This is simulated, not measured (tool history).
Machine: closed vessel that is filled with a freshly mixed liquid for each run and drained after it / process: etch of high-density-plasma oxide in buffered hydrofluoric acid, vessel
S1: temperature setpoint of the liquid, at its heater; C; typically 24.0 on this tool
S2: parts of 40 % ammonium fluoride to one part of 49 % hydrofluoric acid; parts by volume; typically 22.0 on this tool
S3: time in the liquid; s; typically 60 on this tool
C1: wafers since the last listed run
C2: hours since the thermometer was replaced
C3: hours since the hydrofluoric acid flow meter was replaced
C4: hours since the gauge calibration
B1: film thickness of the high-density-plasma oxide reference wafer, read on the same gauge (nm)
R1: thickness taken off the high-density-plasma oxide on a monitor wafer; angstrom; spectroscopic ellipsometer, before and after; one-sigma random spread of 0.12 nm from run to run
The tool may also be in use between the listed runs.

Run 1, hour 0.0: usual settings; C1 0; C2 1249.1; C3 1217.4; C4 141.4; B1 140.01. Result: R1 445.1 angstrom.
Run 2, hour 12.2: usual settings; C1 1677; C2 1261.3; C3 1229.6; C4 153.6; B1 140.00. Result: R1 444.6 angstrom.
Run 3, hour 39.4: usual settings; C1 3739; C2 1288.5; C3 1256.8; C4 180.8; B1 140.00. Result: R1 445.4 angstrom.
Run 4, hour 58.4: usual settings; C1 2612; C2 1307.5; C3 1275.8; C4 199.8; B1 139.98. Result: R1 445.3 angstrom.
Run 5, hour 88.2: usual settings but S1 22.5 C; C1 4097; C2 1337.3; C3 1305.6; C4 229.6; B1 140.00. Result: R1 416.8 angstrom.
At hour 92.0: thermometer replaced.
At hour 102.1: hydrofluoric acid flow meter replaced.
Run 6, hour 114.6: usual settings but S1 22.5 C; C1 3354; C2 22.6; C3 12.5; C4 256.0; B1 140.01. Result: R1 338.9 angstrom.
Run 7, hour 134.7: usual settings; C1 2763; C2 42.7; C3 32.6; C4 276.1; B1 140.03. Result: R1 371.0 angstrom.
At hour 161.4: gauge calibrated.
Run 8, hour 165.3: usual settings but S1 21.5 C, S2 30.0 parts by volume, S3 75 s; C1 4207; C2 73.3; C3 63.2; C4 3.9; B1 139.99. Result: R1 325.7 angstrom.
Run 9, hour 190.5: usual settings but S1 20.0 C, S2 14.0 parts by volume, S3 70 s; C1 3464; C2 98.5; C3 88.4; C4 29.1; B1 139.98. Result: R1 531.5 angstrom.
Run 10, hour 205.1: usual settings but S2 18.0 parts by volume; C1 2007; C2 113.1; C3 103.0; C4 43.7; B1 139.99. Result: R1 442.2 angstrom.
Run 11, hour 224.5: usual settings but S1 28.0 C, S2 16.0 parts by volume; C1 2667; C2 132.5; C3 122.4; C4 63.1; B1 140.02. Result: R1 614.7 angstrom.
Run 12, hour 253.0: usual settings but S3 80 s; C1 3918; C2 161.0; C3 150.9; C4 91.6; B1 139.98. Result: R1 501.5 angstrom.
Run 13, hour 275.6: usual settings; C1 3107; C2 183.6; C3 173.5; C4 114.2; B1 140.00. Result: R1 376.5 angstrom.
Run 14, hour 301.4: usual settings but S2 29.5 parts by volume; C1 3547; C2 209.4; C3 199.3; C4 140.0; B1 140.01. Result: R1 309.6 angstrom.

How would selected steps in R1 from run to run divide? Give the signed amount a tool lacking its hidden state would still show from settings, what came in and random variation, and the signed amount left for the hidden state, including any gauge scatter that is not in both of the compared results.
Hidden conditions of the tool in this case: liquid hotter than its thermometer reads (K); hydrofluoric acid flow above the setpoint (%); gauge reads high (%).
Run 5 -> 6: thermometer replaced, hydrofluoric acid flow meter replaced. R1 -77.9 angstrom: hidden state -74.6, all else -3.3.
Run 8 -> 9: S1 21.5 -> 20.0, S2 30.0 -> 14.0, S3 75 -> 70. R1 +205.8 angstrom: hidden state +7.5, all else +198.3.
